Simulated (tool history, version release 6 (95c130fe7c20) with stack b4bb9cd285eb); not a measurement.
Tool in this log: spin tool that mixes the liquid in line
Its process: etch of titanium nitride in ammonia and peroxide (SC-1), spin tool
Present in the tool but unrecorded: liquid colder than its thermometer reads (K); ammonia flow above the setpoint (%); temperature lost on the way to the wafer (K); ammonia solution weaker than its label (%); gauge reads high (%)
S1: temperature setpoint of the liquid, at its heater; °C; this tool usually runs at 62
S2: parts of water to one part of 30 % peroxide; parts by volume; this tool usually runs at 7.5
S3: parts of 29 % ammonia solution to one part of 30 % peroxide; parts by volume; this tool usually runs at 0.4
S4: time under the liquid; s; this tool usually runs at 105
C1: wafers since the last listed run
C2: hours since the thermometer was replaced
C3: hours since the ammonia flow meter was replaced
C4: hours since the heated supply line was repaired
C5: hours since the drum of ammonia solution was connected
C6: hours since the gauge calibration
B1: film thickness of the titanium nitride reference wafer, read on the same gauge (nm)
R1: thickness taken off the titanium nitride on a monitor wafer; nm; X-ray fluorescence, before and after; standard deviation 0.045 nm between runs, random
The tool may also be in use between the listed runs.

run 1 hour=0 | S1=69 S2=7.5 S3=0.55 S4=105 | C1=0 C2=396.6 C3=2319.1 C4=15.4 C5=116.7 C6=42.2 | B1=50 | R1=20.32
run 2 hour=11.6 | S1=62 S2=7.5 S3=0.4 S4=105 | C1=143 C2=408.2 C3=2330.7 C4=27 C5=128.3 C6=53.8 | B1=50.01 | R1=12.4
run 3 hour=27.3 | S1=52 S2=7.5 S3=0.4 S4=105 | C1=193 C2=423.9 C3=2346.4 C4=42.7 C5=144 C6=69.5 | B1=50.01 | R1=6.3
run 4 hour=37.1 | S1=62 S2=5 S3=0.35 S4=105 | C1=120 C2=433.7 C3=2356.2 C4=52.5 C5=153.8 C6=79.3 | B1=50 | R1=14.67
run 5 hour=47.2 | S1=53 S2=7.5 S3=0.55 S4=105 | C1=124 C2=443.8 C3=2366.3 C4=62.6 C5=163.9 C6=89.4 | B1=50.01 | R1=7.13
run 6 hour=59.3 | S1=62 S2=7.5 S3=0.25 S4=105 | C1=149 C2=455.9 C3=2378.4 C4=74.7 C5=176 C6=101.5 | B1=50.01 | R1=11.33
run 7 hour=75.5 | S1=62 S2=7.5 S3=0.35 S4=105 | C1=199 C2=472.1 C3=2394.6 C4=90.9 C5=192.2 C6=117.7 | B1=49.99 | R1=12.03
run 8 hour=82.5 | S1=62 S2=5 S3=0.4 S4=105 | C1=86 C2=479.1 C3=2401.6 C4=97.9 C5=199.2 C6=124.7 | B1=49.99 | R1=14.98
run 9 hour=96.8 | S1=62 S2=7.5 S3=0.4 S4=105 | C1=176 C2=493.4 C3=2415.9 C4=112.2 C5=213.5 C6=139 | B1=49.99 | R1=12.29
run 10 hour=103.8 | S1=62 S2=7.5 S3=0.4 S4=105 | C1=86 C2=500.4 C3=2422.9 C4=119.2 C5=220.5 C6=146 | B1=49.97 | R1=12.25
-- hour=141.8 new drum of ammonia solution connected
run 11 hour=151 | S1=62 S2=11 S3=0.25 S4=105 | C1=569 C2=547.6 C3=2470.1 C4=166.4 C5=9.2 C6=193.2 | B1=49.98 | R1=9.22
-- hour=166.8 ammonia flow meter replaced
run 12 hour=168.3 | S1=62 S2=7.5 S3=0.4 S4=105 | C1=200 C2=564.9 C3=1.5 C4=183.7 C5=26.5 C6=210.5 | B1=50.01 | R1=12.16
run 13 hour=175.9 | S1=59 S2=10.5 S3=0.4 S4=105 | C1=93 C2=572.5 C3=9.1 C4=191.3 C5=34.1 C6=218.1 | B1=50.02 | R1=8.48
-- hour=181.9 thermometer replaced
run 14 hour=191.2 | S1=55.5 S2=7.5 S3=0.3 S4=105 | C1=176 C2=9.3 C3=24.4 C4=206.6 C5=49.4 C6=233.4 | B1=49.98 | R1=7.58
run 15 hour=204.7 | S1=57 S2=5 S3=0.45 S4=105 | C1=166 C2=22.8 C3=37.9 C4=220.1 C5=62.9 C6=246.9 | B1=49.99 | R1=10.9
run 16 hour=219.7 | S1=70 S2=7.5 S3=0.4 S4=105 | C1=184 C2=37.8 C3=52.9 C4=235.1 C5=77.9 C6=261.9 | B1=49.99 | R1=20.19
run 17 hour=230.6 | S1=62 S2=7.5 S3=0.4 S4=105 | C1=134 C2=48.7 C3=63.8 C4=246 C5=88.8 C6=272.8 | B1=49.99 | R1=12.21
run 18 hour=248.5 | S1=62 S2=7.5 S3=0.4 S4=105 | C1=220 C2=66.6 C3=81.7 C4=263.9 C5=106.7 C6=290.7 | B1=50 | R1=12.14
run 19 hour=261.3 | S1=62 S2=7.5 S3=0.4 S4=105 | C1=157 C2=79.4 C3=94.5 C4=276.7 C5=119.5 C6=303.5 | B1=49.98 | R1=12.1
run 20 hour=276.7 | S1=62 S2=7.5 S3=0.4 S4=105 | C1=189 C2=94.8 C3=109.9 C4=292.1 C5=134.9 C6=318.9 | B1=50 | R1=12.16
run 21 hour=283.3 | S1=70 S2=6 S3=0.4 S4=80 | C1=81 C2=101.4 C3=116.5 C4=298.7 C5=141.5 C6=325.5 | B1=50.02 | R1=17.22
run 22 hour=290.3 | S1=59 S2=7.5 S3=0.4 S4=105 | C1=86 C2=108.4 C3=123.5 C4=305.7 C5=148.5 C6=332.5 | B1=49.99 | R1=10.05
run 23 hour=297.4 | S1=68 S2=7.5 S3=0.4 S4=105 | C1=87 C2=115.5 C3=130.6 C4=312.8 C5=155.6 C6=339.6 | B1=50 | R1=17.89

For run 24, what comes out?
run 24 hour=309.9 | S1=62 S2=10 S3=0.4 S4=125 | C1=154 C2=128 C3=143.1 C4=325.3 C5=168.1 C6=352.1 | B1=? | R1=?

B1: 49.99
R1: 12.57 nm
With no hidden state in the tool, this same run would have given R1 12.86 nm.
